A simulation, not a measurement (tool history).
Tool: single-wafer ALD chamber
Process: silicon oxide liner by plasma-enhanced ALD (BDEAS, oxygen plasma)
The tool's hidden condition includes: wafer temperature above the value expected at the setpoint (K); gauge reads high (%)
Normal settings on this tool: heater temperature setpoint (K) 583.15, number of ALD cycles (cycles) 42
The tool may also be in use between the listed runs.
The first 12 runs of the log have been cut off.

run     day  heater temperature setpoint (K)  number of ALD cycles (cycles)  wafers since the last listed run  hours since the last thermocouple change  hours since the gauge calibration  read-back reference wafer on the same gauge, thickness_nm  mean film thickness on the monitor wafer (nm)
     12.179  -- thermocouple changed; heater temperature recalibrated
 13    12.2                           583.15                             42                               145                                       0.5                              603.7                                                      4.058                                          3.747
 14  13.338                           577.15                             39                               175                                      27.8                                631                                                      4.066                                          3.521
     13.738  -- gauge calibrated
 15  14.388                           577.15                             39                               162                                        53                               15.6                                                      3.959                                          3.412
 16   15.65                           577.15                             39                               195                                      83.3                               45.9                                                      3.958                                          3.425
 17   16.75                           583.15                             42                               170                                     109.7                               72.3                                                      3.959                                          3.637
 18  18.046                           583.15                             42                               200                                     140.8                              103.4                                                      3.961                                          3.647
 19  18.775                           593.15                             39                               112                                     158.3                              120.9                                                       3.96                                          3.335
 20  19.462                           569.15                             39                               106                                     174.8                              137.4                                                      3.961                                          3.504
 21  20.688                           587.15                             37                               189                                     204.2                              166.8                                                      3.967                                          3.191
 22  22.158                           598.15                             36                               227                                     239.5                              202.1                                                      3.967                                          3.064
 23  22.667                           583.15                             37                                78                                     251.7                              214.3                                                      3.971                                          3.208
 24  23.283                           583.15                             42                                95                                     266.5                              229.1                                                       3.97                                          3.663
 25  24.388                           588.15                             49                               170                                       293                              255.6                                                      3.975                                          4.244
 26  25.829                           571.15                             42                               222                                     327.6                              290.2                                                       3.98                                          3.752
 27  26.404                           583.15                             42                                88                                     341.4                                304                                                      3.983                                          3.669
 28  30.771                           583.15                             42                               675                                     446.2                              408.8                                                      3.998                                          3.682
 29  32.038                           583.15                             42                               195                                     476.6                              439.2                                                      4.002                                          3.684
 30  33.008                           583.15                             48                               150                                     499.9                              462.5                                                      4.011                                          4.238
 31  34.362                           575.15                             50                               209                                     532.4                                495                                                      4.017                                           4.47
 32  35.425                           574.15                             37                               164                                     557.9                              520.5                                                      4.022                                          3.316
 33  36.142                           588.15                             38                               110                                     575.1                              537.7                                                      4.026                                          3.325
 34  37.238                           597.15                             45                               169                                     601.4                                564                                                      4.031                                          3.905

Branching from run 34: 5 alternative next runs. What would each branch give?
  A  37.258                           583.15                             42                                 3                                     601.9                              564.5                                                          ?                                              ?
  B  37.258                           587.15                             45                                 3                                     601.9                              564.5                                                          ?                                              ?
  C  37.258                           569.15                             42                                 3                                     601.9                              564.5                                                          ?                                              ?
  D  37.258                           591.15                             42                                 3                                     601.9                              564.5                                                          ?                                              ?
  E  37.258                           573.15                             42                                 3                                     601.9                              564.5                                                          ?                                              ?

run  read-back reference wafer on the same gauge, thickness_nm  mean film thickness on the monitor wafer (nm)
  A                                                      4.034                                          3.704
  B                                                      4.034                                          3.945
  C                                                      4.034                                          3.821
  D                                                      4.034                                           3.66
  E                                                      4.034                                          3.763
What these runs would have given with no unlogged condition in the tool:
run  mean film thickness on the monitor wafer (nm)
  A                                          3.636
  B                                          3.872
  C                                           3.75
  D                                          3.593
  E                                          3.694
